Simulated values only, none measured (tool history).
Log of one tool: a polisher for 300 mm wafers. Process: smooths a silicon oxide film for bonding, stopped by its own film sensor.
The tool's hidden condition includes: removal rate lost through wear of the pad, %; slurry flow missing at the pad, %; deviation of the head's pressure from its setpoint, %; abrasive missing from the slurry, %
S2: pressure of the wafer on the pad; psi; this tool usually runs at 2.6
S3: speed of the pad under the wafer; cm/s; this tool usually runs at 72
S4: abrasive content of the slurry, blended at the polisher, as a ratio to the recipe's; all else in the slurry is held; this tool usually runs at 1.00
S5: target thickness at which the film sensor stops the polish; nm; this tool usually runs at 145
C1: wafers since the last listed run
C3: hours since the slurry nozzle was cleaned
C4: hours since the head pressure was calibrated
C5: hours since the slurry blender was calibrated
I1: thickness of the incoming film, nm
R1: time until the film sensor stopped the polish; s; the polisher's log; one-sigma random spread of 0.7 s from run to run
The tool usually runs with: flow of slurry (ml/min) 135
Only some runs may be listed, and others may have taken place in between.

{"run": 1, "hour": 0.0, "flow of slurry (ml/min)": 160, "S2": 2.6, "S3": 72, "S4": 1.0, "S5": 145, "C1": 0, "wafers polished on this pad": 359, "C3": 268.4, "C4": 666.9, "C5": 144.7, "I1": 187.8, "R1": 70.0}
{"run": 2, "hour": 32.4, "flow of slurry (ml/min)": 160, "S2": 2.6, "S3": 72, "S4": 1.0, "S5": 145, "C1": 342, "wafers polished on this pad": 702, "C3": 300.8, "C4": 699.3, "C5": 177.1, "I1": 190.6, "R1": 75.6}
{"run": 3, "hour": 57.4, "flow of slurry (ml/min)": 160, "S2": 2.6, "S3": 72, "S4": 1.0, "S5": 145, "C1": 264, "wafers polished on this pad": 967, "C3": 325.8, "C4": 724.3, "C5": 202.1, "I1": 192.9, "R1": 79.2}
{"run": 4, "hour": 75.5, "flow of slurry (ml/min)": 135, "S2": 2.6, "S3": 72, "S4": 0.9, "S5": 145, "C1": 191, "wafers polished on this pad": 1158, "C3": 343.9, "C4": 742.4, "C5": 220.2, "I1": 187.0, "R1": 75.5}
{"run": 5, "hour": 93.1, "flow of slurry (ml/min)": 165, "S2": 2.6, "S3": 72, "S4": 0.9, "S5": 145, "C1": 186, "wafers polished on this pad": 1345, "C3": 361.5, "C4": 760.0, "C5": 237.8, "I1": 188.7, "R1": 77.2}
{"hour": 103.6, "done": "worn pad replaced by a new one"}
{"run": 6, "hour": 105.7, "flow of slurry (ml/min)": 165, "S2": 2.6, "S3": 72, "S4": 0.9, "S5": 145, "C1": 91, "wafers polished on this pad": 22, "C3": 374.1, "C4": 772.6, "C5": 250.4, "I1": 190.5, "R1": 79.0}
{"run": 7, "hour": 128.9, "flow of slurry (ml/min)": 135, "S2": 2.6, "S3": 72, "S4": 1.0, "S5": 145, "C1": 245, "wafers polished on this pad": 268, "C3": 397.3, "C4": 795.8, "C5": 273.6, "I1": 188.6, "R1": 73.7}
{"run": 8, "hour": 158.0, "flow of slurry (ml/min)": 125, "S2": 2.6, "S3": 72, "S4": 1.0, "S5": 145, "C1": 308, "wafers polished on this pad": 576, "C3": 426.4, "C4": 824.9, "C5": 302.7, "I1": 189.3, "R1": 75.9}
{"run": 9, "hour": 185.2, "flow of slurry (ml/min)": 160, "S2": 2.6, "S3": 72, "S4": 1.0, "S5": 145, "C1": 287, "wafers polished on this pad": 864, "C3": 453.6, "C4": 852.1, "C5": 329.9, "I1": 186.4, "R1": 66.6}
{"hour": 187.9, "done": "slurry blender recalibrated"}
{"hour": 224.3, "done": "worn pad replaced by a new one"}
{"run": 10, "hour": 253.8, "flow of slurry (ml/min)": 135, "S2": 2.6, "S3": 72, "S4": 1.0, "S5": 145, "C1": 662, "wafers polished on this pad": 311, "C3": 522.2, "C4": 920.7, "C5": 65.9, "I1": 193.1, "R1": 83.5}
{"run": 11, "hour": 273.8, "flow of slurry (ml/min)": 135, "S2": 2.6, "S3": 72, "S4": 0.75, "S5": 133, "C1": 211, "wafers polished on this pad": 523, "C3": 542.2, "C4": 940.7, "C5": 85.9, "I1": 190.9, "R1": 117.5}
{"run": 12, "hour": 291.0, "flow of slurry (ml/min)": 100, "S2": 2.6, "S3": 86, "S4": 1.15, "S5": 160, "C1": 182, "wafers polished on this pad": 705, "C3": 559.4, "C4": 957.9, "C5": 103.1, "I1": 191.5, "R1": 47.2}
{"hour": 312.5, "done": "head pressure recalibrated"}
{"hour": 334.9, "done": "worn pad replaced by a new one"}
{"hour": 347.9, "done": "slurry nozzle cleaned"}
{"run": 13, "hour": 396.6, "flow of slurry (ml/min)": 100, "S2": 2.6, "S3": 58, "S4": 1.3, "S5": 145, "C1": 1043, "wafers polished on this pad": 642, "C3": 48.7, "C4": 84.1, "C5": 208.7, "I1": 193.3, "R1": 89.1}
{"run": 14, "hour": 414.6, "flow of slurry (ml/min)": 135, "S2": 1.8, "S3": 80, "S4": 1.0, "S5": 133, "C1": 190, "wafers polished on this pad": 832, "C3": 66.7, "C4": 102.1, "C5": 226.7, "I1": 190.2, "R1": 131.1}
{"hour": 438.5, "done": "worn pad replaced by a new one"}
{"run": 15, "hour": 450.2, "flow of slurry (ml/min)": 135, "S2": 3.4, "S3": 90, "S4": 0.8, "S5": 145, "C1": 334, "wafers polished on this pad": 124, "C3": 102.3, "C4": 137.7, "C5": 262.3, "I1": 187.8, "R1": 55.5}
{"run": 16, "hour": 473.4, "flow of slurry (ml/min)": 180, "S2": 2.9, "S3": 80, "S4": 0.7, "S5": 145, "C1": 245, "wafers polished on this pad": 369, "C3": 125.5, "C4": 160.9, "C5": 285.5, "I1": 187.3, "R1": 72.2}

Estimate the outcome of run 17 from the log above:
{"run": 17, "hour": 490.4, "flow of slurry (ml/min)": 135, "S2": 2.6, "S3": 80, "S4": 0.8, "S5": 145, "C1": 179, "wafers polished on this pad": 549, "C3": 142.5, "C4": 177.9, "C5": 302.5, "I1": 192.7, "R1": "?"}

R1: 86.9 s
If the tool had no hidden condition, the same run with the same run-to-run variation would have returned R1 86.9 s.

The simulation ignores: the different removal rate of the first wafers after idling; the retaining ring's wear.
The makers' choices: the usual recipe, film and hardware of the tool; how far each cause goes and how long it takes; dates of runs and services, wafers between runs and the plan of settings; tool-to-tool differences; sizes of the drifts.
